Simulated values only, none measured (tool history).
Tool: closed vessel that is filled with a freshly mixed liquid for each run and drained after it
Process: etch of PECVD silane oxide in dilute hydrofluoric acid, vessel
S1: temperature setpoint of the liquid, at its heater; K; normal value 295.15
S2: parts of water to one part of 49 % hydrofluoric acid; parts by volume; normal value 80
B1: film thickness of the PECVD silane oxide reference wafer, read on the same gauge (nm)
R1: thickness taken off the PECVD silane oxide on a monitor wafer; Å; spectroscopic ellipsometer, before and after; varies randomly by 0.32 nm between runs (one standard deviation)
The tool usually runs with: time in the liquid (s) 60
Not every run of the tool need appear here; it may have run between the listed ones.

{"run": 1, "hour": 0.0, "S1": 291.15, "S2": 80, "time in the liquid (s)": 75, "B1": 79.98, "R1": 371.4}
{"run": 2, "hour": 87.8, "S1": 291.15, "S2": 80, "time in the liquid (s)": 75, "B1": 79.99, "R1": 376.9}
{"run": 3, "hour": 139.7, "S1": 295.15, "S2": 80, "time in the liquid (s)": 60, "B1": 80.01, "R1": 347.9}
{"hour": 198.1, "done": "gauge calibrated"}
{"run": 4, "hour": 209.7, "S1": 295.15, "S2": 80, "time in the liquid (s)": 60, "B1": 79.99, "R1": 349.0}
{"run": 5, "hour": 293.5, "S1": 299.15, "S2": 80, "time in the liquid (s)": 60, "B1": 80.01, "R1": 413.9}
{"run": 6, "hour": 333.9, "S1": 299.15, "S2": 80, "time in the liquid (s)": 60, "B1": 79.99, "R1": 401.4}
{"run": 7, "hour": 430.5, "S1": 295.15, "S2": 95, "time in the liquid (s)": 60, "B1": 79.98, "R1": 287.0}
{"run": 8, "hour": 530.0, "S1": 294.15, "S2": 80, "time in the liquid (s)": 60, "B1": 79.98, "R1": 340.2}
{"run": 9, "hour": 567.0, "S1": 294.15, "S2": 80, "time in the liquid (s)": 60, "B1": 79.98, "R1": 339.0}
{"run": 10, "hour": 619.2, "S1": 298.15, "S2": 80, "time in the liquid (s)": 60, "B1": 80.02, "R1": 397.2}
{"run": 11, "hour": 712.7, "S1": 295.15, "S2": 80, "time in the liquid (s)": 60, "B1": 80.01, "R1": 346.9}
{"hour": 736.9, "done": "thermometer replaced"}
{"run": 12, "hour": 766.3, "S1": 295.15, "S2": 80, "time in the liquid (s)": 60, "B1": 80.01, "R1": 330.7}
{"run": 13, "hour": 840.8, "S1": 295.15, "S2": 80, "time in the liquid (s)": 60, "B1": 80.05, "R1": 326.6}
{"run": 14, "hour": 877.4, "S1": 295.15, "S2": 80, "time in the liquid (s)": 60, "B1": 79.99, "R1": 326.7}
{"hour": 900.1, "done": "hydrofluoric acid flow meter replaced"}
{"run": 15, "hour": 953.9, "S1": 295.15, "S2": 80, "time in the liquid (s)": 60, "B1": 80.0, "R1": 332.9}
{"run": 16, "hour": 1045.0, "S1": 290.65, "S2": 100, "time in the liquid (s)": 50, "B1": 80.02, "R1": 175.8}
{"run": 17, "hour": 1112.6, "S1": 299.65, "S2": 60, "time in the liquid (s)": 90, "B1": 79.98, "R1": 817.5}
{"run": 18, "hour": 1153.7, "S1": 297.65, "S2": 50, "time in the liquid (s)": 35, "B1": 79.98, "R1": 361.7}
{"run": 19, "hour": 1234.2, "S1": 295.15, "S2": 55, "time in the liquid (s)": 45, "B1": 80.0, "R1": 371.7}
{"run": 20, "hour": 1326.7, "S1": 295.15, "S2": 40, "time in the liquid (s)": 30, "B1": 79.97, "R1": 354.8}
{"run": 21, "hour": 1386.8, "S1": 295.15, "S2": 80, "time in the liquid (s)": 60, "B1": 80.01, "R1": 331.6}
{"run": 22, "hour": 1434.3, "S1": 298.15, "S2": 70, "time in the liquid (s)": 45, "B1": 80.0, "R1": 325.9}
{"run": 23, "hour": 1538.3, "S1": 291.65, "S2": 105, "time in the liquid (s)": 60, "B1": 79.99, "R1": 219.1}
{"run": 24, "hour": 1807.7, "S1": 295.15, "S2": 80, "time in the liquid (s)": 60, "B1": 80.02, "R1": 343.0}
{"hour": 1851.3, "done": "gauge calibrated"}
{"run": 25, "hour": 1861.9, "S1": 298.15, "S2": 80, "time in the liquid (s)": 40, "B1": 79.96, "R1": 259.0}
{"run": 26, "hour": 1967.3, "S1": 299.15, "S2": 95, "time in the liquid (s)": 90, "B1": 79.97, "R1": 498.4}
{"run": 27, "hour": 2014.2, "S1": 297.65, "S2": 80, "time in the liquid (s)": 40, "B1": 79.99, "R1": 250.7}
{"run": 28, "hour": 2118.8, "S1": 295.15, "S2": 80, "time in the liquid (s)": 60, "B1": 80.0, "R1": 344.6}
{"run": 29, "hour": 2226.8, "S1": 298.65, "S2": 90, "time in the liquid (s)": 40, "B1": 79.99, "R1": 228.3}
{"run": 30, "hour": 2310.4, "S1": 293.15, "S2": 115, "time in the liquid (s)": 30, "B1": 79.98, "R1": 104.3}
{"run": 31, "hour": 2349.8, "S1": 295.15, "S2": 80, "time in the liquid (s)": 90, "B1": 80.03, "R1": 518.6}
{"run": 32, "hour": 2443.1, "S1": 295.15, "S2": 80, "time in the liquid (s)": 60, "B1": 80.02, "R1": 342.5}
{"run": 33, "hour": 2521.7, "S1": 295.15, "S2": 80, "time in the liquid (s)": 60, "B1": 80.0, "R1": 347.3}
{"run": 34, "hour": 2752.2, "S1": 291.65, "S2": 65, "time in the liquid (s)": 80, "B1": 79.99, "R1": 502.1}

Predict each of these 3 candidate next runs independently; none follows another, all start after run 34:
{"run": "A", "hour": 2752.9, "S1": 295.15, "S2": 80, "time in the liquid (s)": 60, "B1": "?", "R1": "?"}
{"run": "B", "hour": 2752.9, "S1": 298.65, "S2": 80, "time in the liquid (s)": 50, "B1": "?", "R1": "?"}
{"run": "C", "hour": 2752.9, "S1": 295.15, "S2": 55, "time in the liquid (s)": 60, "B1": "?", "R1": "?"}

run=A B1=80.02 R1=347.6
run=B B1=80.02 R1=332.9
run=C B1=80.02 R1=521.9
Without the tool's hidden state the same runs would have given:
run=A R1=327.0
run=B R1=313.8
run=C R1=490.5
